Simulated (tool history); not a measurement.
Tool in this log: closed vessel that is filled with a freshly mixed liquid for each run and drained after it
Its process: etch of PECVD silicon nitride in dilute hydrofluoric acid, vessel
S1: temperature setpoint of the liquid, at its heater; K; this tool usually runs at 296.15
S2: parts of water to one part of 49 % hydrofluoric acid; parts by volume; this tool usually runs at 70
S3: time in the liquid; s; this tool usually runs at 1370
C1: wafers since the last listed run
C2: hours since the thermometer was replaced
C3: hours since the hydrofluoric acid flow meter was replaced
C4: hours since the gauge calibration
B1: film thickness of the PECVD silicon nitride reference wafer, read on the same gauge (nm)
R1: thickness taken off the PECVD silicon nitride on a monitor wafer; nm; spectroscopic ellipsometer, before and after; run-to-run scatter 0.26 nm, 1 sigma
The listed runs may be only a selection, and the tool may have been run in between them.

{"run": 1, "hour": 0.0, "S1": 299.65, "S2": 70, "S3": 1370, "C1": 0, "C2": 1684.9, "C3": 1118.0, "C4": 144.5, "B1": 60.03, "R1": 62.31}
{"run": 2, "hour": 12.9, "S1": 294.65, "S2": 70, "S3": 895, "C1": 773, "C2": 1697.8, "C3": 1130.9, "C4": 157.4, "B1": 59.96, "R1": 29.15}
{"run": 3, "hour": 28.5, "S1": 294.65, "S2": 70, "S3": 895, "C1": 935, "C2": 1713.4, "C3": 1146.5, "C4": 173.0, "B1": 59.94, "R1": 28.89}
{"run": 4, "hour": 42.6, "S1": 296.15, "S2": 70, "S3": 1370, "C1": 845, "C2": 1727.5, "C3": 1160.6, "C4": 187.1, "B1": 60.04, "R1": 48.84}
{"run": 5, "hour": 57.8, "S1": 296.15, "S2": 50, "S3": 1370, "C1": 911, "C2": 1742.7, "C3": 1175.8, "C4": 202.3, "B1": 60.02, "R1": 68.39}
{"run": 6, "hour": 69.9, "S1": 296.15, "S2": 70, "S3": 1370, "C1": 725, "C2": 1754.8, "C3": 1187.9, "C4": 214.4, "B1": 59.95, "R1": 48.97}
{"run": 7, "hour": 82.6, "S1": 297.15, "S2": 55, "S3": 1370, "C1": 761, "C2": 1767.5, "C3": 1200.6, "C4": 227.1, "B1": 59.96, "R1": 66.64}
{"run": 8, "hour": 98.2, "S1": 297.15, "S2": 55, "S3": 1370, "C1": 935, "C2": 1783.1, "C3": 1216.2, "C4": 242.7, "B1": 59.96, "R1": 66.63}
{"hour": 106.6, "done": "hydrofluoric acid flow meter replaced"}
{"run": 9, "hour": 108.4, "S1": 297.15, "S2": 55, "S3": 1370, "C1": 551, "C2": 1793.3, "C3": 1.8, "C4": 252.9, "B1": 59.99, "R1": 66.38}
{"run": 10, "hour": 118.1, "S1": 294.65, "S2": 70, "S3": 1370, "C1": 581, "C2": 1803.0, "C3": 11.5, "C4": 262.6, "B1": 60.0, "R1": 44.12}
{"run": 11, "hour": 134.1, "S1": 296.15, "S2": 40, "S3": 2015, "C1": 959, "C2": 1819.0, "C3": 27.5, "C4": 278.6, "B1": 59.99, "R1": 125.0}
{"hour": 144.7, "done": "thermometer replaced"}
{"run": 12, "hour": 145.2, "S1": 298.15, "S2": 85, "S3": 1925, "C1": 605, "C2": 0.5, "C3": 38.6, "C4": 289.7, "B1": 60.04, "R1": 64.78}
{"hour": 154.4, "done": "gauge calibrated"}
{"run": 13, "hour": 159.0, "S1": 301.15, "S2": 85, "S3": 685, "C1": 827, "C2": 14.3, "C3": 52.4, "C4": 4.6, "B1": 60.01, "R1": 28.38}
{"run": 14, "hour": 172.3, "S1": 291.65, "S2": 50, "S3": 1370, "C1": 797, "C2": 27.6, "C3": 65.7, "C4": 17.9, "B1": 60.0, "R1": 49.58}
{"run": 15, "hour": 182.9, "S1": 297.65, "S2": 95, "S3": 810, "C1": 635, "C2": 38.2, "C3": 76.3, "C4": 28.5, "B1": 59.98, "R1": 23.78}
{"run": 16, "hour": 197.3, "S1": 298.15, "S2": 85, "S3": 1925, "C1": 863, "C2": 52.6, "C3": 90.7, "C4": 42.9, "B1": 59.98, "R1": 64.2}
{"run": 17, "hour": 209.4, "S1": 299.15, "S2": 55, "S3": 675, "C1": 725, "C2": 64.7, "C3": 102.8, "C4": 55.0, "B1": 60.06, "R1": 37.66}
{"run": 18, "hour": 222.1, "S1": 296.15, "S2": 70, "S3": 1370, "C1": 761, "C2": 77.4, "C3": 115.5, "C4": 67.7, "B1": 60.02, "R1": 49.31}
{"run": 19, "hour": 237.5, "S1": 299.15, "S2": 70, "S3": 1370, "C1": 923, "C2": 92.8, "C3": 130.9, "C4": 83.1, "B1": 60.03, "R1": 60.15}
{"run": 20, "hour": 248.2, "S1": 296.15, "S2": 40, "S3": 1135, "C1": 641, "C2": 103.5, "C3": 141.6, "C4": 93.8, "B1": 59.95, "R1": 70.53}
{"run": 21, "hour": 262.0, "S1": 296.15, "S2": 70, "S3": 1370, "C1": 827, "C2": 117.3, "C3": 155.4, "C4": 107.6, "B1": 60.0, "R1": 48.77}

Take each entry between the runs: how does the hidden state at the last listed run before it differ from the hidden state at the first listed run after it?
Runs 8 to 9: hydrofluoric acid flow meter replaced (hour 106.6)
  the hidden state is the same at both runs
Runs 11 to 12: thermometer replaced (hour 144.7)
  the hidden state is the same at both runs
Runs 12 to 13: gauge calibrated (hour 154.4)
  the hidden state is the same at both runs

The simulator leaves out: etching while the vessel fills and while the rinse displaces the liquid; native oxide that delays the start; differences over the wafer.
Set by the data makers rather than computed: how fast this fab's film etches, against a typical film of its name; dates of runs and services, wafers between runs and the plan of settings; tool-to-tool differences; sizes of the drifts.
